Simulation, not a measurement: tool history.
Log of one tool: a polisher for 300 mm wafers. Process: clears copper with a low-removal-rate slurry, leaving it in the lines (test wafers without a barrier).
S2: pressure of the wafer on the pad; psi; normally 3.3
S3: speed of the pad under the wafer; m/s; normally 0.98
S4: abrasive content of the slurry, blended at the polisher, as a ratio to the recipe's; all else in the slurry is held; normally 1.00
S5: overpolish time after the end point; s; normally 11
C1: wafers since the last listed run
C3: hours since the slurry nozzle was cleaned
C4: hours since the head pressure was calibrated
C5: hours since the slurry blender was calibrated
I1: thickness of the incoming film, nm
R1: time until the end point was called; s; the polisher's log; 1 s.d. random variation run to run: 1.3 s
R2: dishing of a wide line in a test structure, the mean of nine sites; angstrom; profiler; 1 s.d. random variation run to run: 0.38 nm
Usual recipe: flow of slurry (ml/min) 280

run 1 hour=0.0 | flow_of_slurry_(ml/min)=280 S2=3.3 S3=0.98 S4=1.00 S5=11 | C1=0 wafers_polished_on_this_pad=1113 C3=71.4 C4=114.3 C5=282.1 | I1=285.9 | R1=95.8 R2=245
run 2 hour=70.4 | flow_of_slurry_(ml/min)=280 S2=3.3 S3=0.98 S4=1.00 S5=11 | C1=458 wafers_polished_on_this_pad=1571 C3=141.8 C4=184.7 C5=352.5 | I1=285.7 | R1=98.7 R2=243
-- hour=106.2 slurry blender recalibrated
run 3 hour=125.0 | flow_of_slurry_(ml/min)=280 S2=3.3 S3=0.98 S4=1.00 S5=11 | C1=342 wafers_polished_on_this_pad=1913 C3=196.4 C4=239.3 C5=18.8 | I1=287.2 | R1=96.7 R2=244
run 4 hour=165.3 | flow_of_slurry_(ml/min)=280 S2=3.3 S3=0.98 S4=1.00 S5=11 | C1=262 wafers_polished_on_this_pad=2176 C3=236.7 C4=279.6 C5=59.1 | I1=285.6 | R1=96.2 R2=240
-- hour=191.7 worn pad replaced by a new one
run 5 hour=192.4 | flow_of_slurry_(ml/min)=280 S2=2.5 S3=0.98 S4=1.00 S5=11 | C1=150 wafers_polished_on_this_pad=4 C3=263.8 C4=306.7 C5=86.2 | I1=288.6 | R1=129.5 R2=188
run 6 hour=258.3 | flow_of_slurry_(ml/min)=280 S2=2.5 S3=0.98 S4=1.00 S5=11 | C1=428 wafers_polished_on_this_pad=433 C3=329.7 C4=372.6 C5=152.1 | I1=288.1 | R1=135.1 R2=179
-- hour=271.9 head pressure recalibrated
run 7 hour=286.3 | flow_of_slurry_(ml/min)=280 S2=2.5 S3=0.98 S4=1.00 S5=11 | C1=169 wafers_polished_on_this_pad=602 C3=357.7 C4=14.4 C5=180.1 | I1=285.8 | R1=132.4 R2=176
run 8 hour=335.4 | flow_of_slurry_(ml/min)=280 S2=3.3 S3=0.98 S4=1.00 S5=11 | C1=319 wafers_polished_on_this_pad=922 C3=406.8 C4=63.5 C5=229.2 | I1=284.9 | R1=107.1 R2=221
run 9 hour=360.8 | flow_of_slurry_(ml/min)=280 S2=3.3 S3=0.98 S4=1.00 S5=11 | C1=165 wafers_polished_on_this_pad=1087 C3=432.2 C4=88.9 C5=254.6 | I1=288.3 | R1=110.0 R2=220
-- hour=366.5 slurry nozzle cleaned
run 10 hour=419.1 | flow_of_slurry_(ml/min)=280 S2=3.3 S3=0.98 S4=1.00 S5=11 | C1=372 wafers_polished_on_this_pad=1460 C3=52.6 C4=147.2 C5=312.9 | I1=285.6 | R1=95.0 R2=236
run 11 hour=462.9 | flow_of_slurry_(ml/min)=340 S2=3.3 S3=0.78 S4=0.85 S5=11 | C1=285 wafers_polished_on_this_pad=1745 C3=96.4 C4=191.0 C5=356.7 | I1=284.2 | R1=126.0 R2=185
-- hour=485.4 slurry blender recalibrated
run 12 hour=494.0 | flow_of_slurry_(ml/min)=280 S2=3.3 S3=0.98 S4=1.00 S5=11 | C1=189 wafers_polished_on_this_pad=1934 C3=127.5 C4=222.1 C5=8.6 | I1=284.5 | R1=96.4 R2=244
-- hour=528.4 worn pad replaced by a new one
run 13 hour=548.3 | flow_of_slurry_(ml/min)=280 S2=3.3 S3=0.98 S4=1.00 S5=17 | C1=327 wafers_polished_on_this_pad=129 C3=181.8 C4=276.4 C5=62.9 | I1=280.2 | R1=97.3 R2=351
run 14 hour=615.5 | flow_of_slurry_(ml/min)=280 S2=3.3 S3=0.98 S4=1.00 S5=11 | C1=437 wafers_polished_on_this_pad=566 C3=249.0 C4=343.6 C5=130.1 | I1=288.1 | R1=99.7 R2=236
run 15 hour=663.7 | flow_of_slurry_(ml/min)=335 S2=3.9 S3=0.98 S4=1.20 S5=13 | C1=313 wafers_polished_on_this_pad=880 C3=297.2 C4=391.8 C5=178.3 | I1=290.6 | R1=80.4 R2=354
run 16 hour=691.9 | flow_of_slurry_(ml/min)=360 S2=2.4 S3=0.72 S4=1.25 S5=11 | C1=183 wafers_polished_on_this_pad=1064 C3=325.4 C4=420.0 C5=206.5 | I1=282.1 | R1=165.9 R2=144
-- hour=721.2 slurry nozzle cleaned
run 17 hour=762.3 | flow_of_slurry_(ml/min)=280 S2=3.3 S3=1.10 S4=0.90 S5=15 | C1=451 wafers_polished_on_this_pad=1515 C3=41.1 C4=490.4 C5=276.9 | I1=287.7 | R1=89.3 R2=331
-- hour=767.4 head pressure recalibrated
run 18 hour=793.6 | flow_of_slurry_(ml/min)=280 S2=2.5 S3=0.98 S4=1.00 S5=11 | C1=190 wafers_polished_on_this_pad=1706 C3=72.4 C4=26.2 C5=308.2 | I1=285.0 | R1=124.6 R2=188
run 19 hour=865.0 | flow_of_slurry_(ml/min)=280 S2=2.4 S3=0.64 S4=1.00 S5=11 | C1=464 wafers_polished_on_this_pad=2171 C3=143.8 C4=97.6 C5=379.6 | I1=283.9 | R1=202.2 R2=121
-- hour=899.6 slurry blender recalibrated
run 20 hour=925.3 | flow_of_slurry_(ml/min)=280 S2=3.3 S3=0.98 S4=1.00 S5=11 | C1=379 wafers_polished_on_this_pad=2550 C3=204.1 C4=157.9 C5=25.7 | I1=286.7 | R1=98.8 R2=235
-- hour=937.4 worn pad replaced by a new one
run 21 hour=964.9 | flow_of_slurry_(ml/min)=205 S2=3.3 S3=0.98 S4=1.00 S5=7 | C1=231 wafers_polished_on_this_pad=179 C3=243.7 C4=197.5 C5=65.3 | I1=289.7 | R1=104.3 R2=145
run 22 hour=1036.8 | flow_of_slurry_(ml/min)=360 S2=3.3 S3=0.98 S4=1.00 S5=11 | C1=467 wafers_polished_on_this_pad=647 C3=315.6 C4=269.4 C5=137.2 | I1=284.5 | R1=96.4 R2=237
-- hour=1067.5 slurry nozzle cleaned
run 23 hour=1073.8 | flow_of_slurry_(ml/min)=280 S2=3.3 S3=0.98 S4=1.00 S5=11 | C1=234 wafers_polished_on_this_pad=881 C3=6.3 C4=306.4 C5=174.2 | I1=287.6 | R1=95.9 R2=241

Run 24 is up next; what results do you expect?
run 24 hour=1108.3 | flow_of_slurry_(ml/min)=245 S2=3.3 S3=0.98 S4=1.00 S5=8 | C1=224 wafers_polished_on_this_pad=1106 C3=40.8 C4=340.9 C5=208.7 | I1=284.2 | R1=? R2=?

Logged for run 24: R1 98.1 s, R2 177 angstrom.
Had the tool carried no hidden state, the very same run would have given R1 97.7 s, R2 178 angstrom.
